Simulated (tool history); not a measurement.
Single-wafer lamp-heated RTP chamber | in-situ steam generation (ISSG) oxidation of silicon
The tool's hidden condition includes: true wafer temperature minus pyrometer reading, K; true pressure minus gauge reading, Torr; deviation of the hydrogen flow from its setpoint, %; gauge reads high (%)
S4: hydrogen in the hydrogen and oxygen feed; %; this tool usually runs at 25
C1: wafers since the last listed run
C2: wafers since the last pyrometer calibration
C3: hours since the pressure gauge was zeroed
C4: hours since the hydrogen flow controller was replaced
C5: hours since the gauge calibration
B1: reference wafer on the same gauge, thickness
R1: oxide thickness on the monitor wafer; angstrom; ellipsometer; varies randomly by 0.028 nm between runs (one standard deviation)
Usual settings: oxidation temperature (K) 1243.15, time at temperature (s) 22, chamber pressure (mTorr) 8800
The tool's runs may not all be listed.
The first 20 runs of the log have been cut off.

{"run": 21, "hour": 247.8, "oxidation temperature (K)": 1243.15, "time at temperature (s)": 20, "chamber pressure (mTorr)": 8800, "S4": 25, "C1": 71, "C2": 910, "C3": 292.5, "C4": 53.2, "C5": 216.4, "B1": 5.874, "R1": 50.01}
{"run": 22, "hour": 255.3, "oxidation temperature (K)": 1253.15, "time at temperature (s)": 22, "chamber pressure (mTorr)": 7800, "S4": 25, "C1": 48, "C2": 959, "C3": 300.0, "C4": 60.7, "C5": 223.9, "B1": 5.876, "R1": 54.27}
{"run": 23, "hour": 268.7, "oxidation temperature (K)": 1243.15, "time at temperature (s)": 22, "chamber pressure (mTorr)": 8800, "S4": 19, "C1": 87, "C2": 1047, "C3": 313.4, "C4": 74.1, "C5": 237.3, "B1": 5.883, "R1": 49.34}
{"run": 24, "hour": 275.1, "oxidation temperature (K)": 1258.15, "time at temperature (s)": 16, "chamber pressure (mTorr)": 8300, "S4": 25, "C1": 41, "C2": 1089, "C3": 319.8, "C4": 80.5, "C5": 243.7, "B1": 5.865, "R1": 48.42}
{"run": 25, "hour": 284.4, "oxidation temperature (K)": 1243.15, "time at temperature (s)": 22, "chamber pressure (mTorr)": 8800, "S4": 25, "C1": 60, "C2": 1149, "C3": 329.1, "C4": 89.8, "C5": 253.0, "B1": 5.867, "R1": 52.24}
{"run": 26, "hour": 301.6, "oxidation temperature (K)": 1236.15, "time at temperature (s)": 29, "chamber pressure (mTorr)": 8800, "S4": 16, "C1": 112, "C2": 1262, "C3": 346.3, "C4": 107.0, "C5": 270.2, "B1": 5.873, "R1": 52.74}
{"run": 27, "hour": 316.6, "oxidation temperature (K)": 1243.15, "time at temperature (s)": 27, "chamber pressure (mTorr)": 8800, "S4": 32, "C1": 97, "C2": 1359, "C3": 361.3, "C4": 122.0, "C5": 285.2, "B1": 5.856, "R1": 61.55}
{"run": 28, "hour": 325.8, "oxidation temperature (K)": 1243.15, "time at temperature (s)": 22, "chamber pressure (mTorr)": 8800, "S4": 25, "C1": 60, "C2": 1419, "C3": 370.5, "C4": 131.2, "C5": 294.4, "B1": 5.868, "R1": 52.54}
{"run": 29, "hour": 339.4, "oxidation temperature (K)": 1243.15, "time at temperature (s)": 24, "chamber pressure (mTorr)": 8400, "S4": 25, "C1": 88, "C2": 1508, "C3": 384.1, "C4": 144.8, "C5": 308.0, "B1": 5.875, "R1": 54.69}
{"run": 30, "hour": 354.8, "oxidation temperature (K)": 1228.15, "time at temperature (s)": 22, "chamber pressure (mTorr)": 7700, "S4": 28, "C1": 100, "C2": 1609, "C3": 399.5, "C4": 160.2, "C5": 323.4, "B1": 5.858, "R1": 51.14}
{"run": 31, "hour": 367.6, "oxidation temperature (K)": 1223.15, "time at temperature (s)": 19, "chamber pressure (mTorr)": 8800, "S4": 28, "C1": 83, "C2": 1692, "C3": 412.3, "C4": 173.0, "C5": 336.2, "B1": 5.858, "R1": 47.51}
{"run": 32, "hour": 385.4, "oxidation temperature (K)": 1248.15, "time at temperature (s)": 22, "chamber pressure (mTorr)": 7600, "S4": 25, "C1": 116, "C2": 1808, "C3": 430.1, "C4": 190.8, "C5": 354.0, "B1": 5.867, "R1": 53.97}

Alternative continuations, all from the tool just after run 32; predict every row:
{"run": "A", "hour": 385.8, "oxidation temperature (K)": 1243.15, "time at temperature (s)": 22, "chamber pressure (mTorr)": 8800, "S4": 25, "C1": 2, "C2": 1811, "C3": 430.5, "C4": 191.2, "C5": 354.4, "B1": "?", "R1": "?"}
{"run": "B", "hour": 385.8, "oxidation temperature (K)": 1243.15, "time at temperature (s)": 16, "chamber pressure (mTorr)": 8800, "S4": 25, "C1": 2, "C2": 1811, "C3": 430.5, "C4": 191.2, "C5": 354.4, "B1": "?", "R1": "?"}
{"run": "C", "hour": 385.8, "oxidation temperature (K)": 1237.15, "time at temperature (s)": 22, "chamber pressure (mTorr)": 10100, "S4": 16, "C1": 2, "C2": 1811, "C3": 430.5, "C4": 191.2, "C5": 354.4, "B1": "?", "R1": "?"}

run=A B1=5.860 R1=52.43
run=B B1=5.860 R1=45.73
run=C B1=5.860 R1=45.74
Without the tool's hidden state the same runs would have given:
run=A R1=50.76
run=B R1=44.42
run=C R1=44.35

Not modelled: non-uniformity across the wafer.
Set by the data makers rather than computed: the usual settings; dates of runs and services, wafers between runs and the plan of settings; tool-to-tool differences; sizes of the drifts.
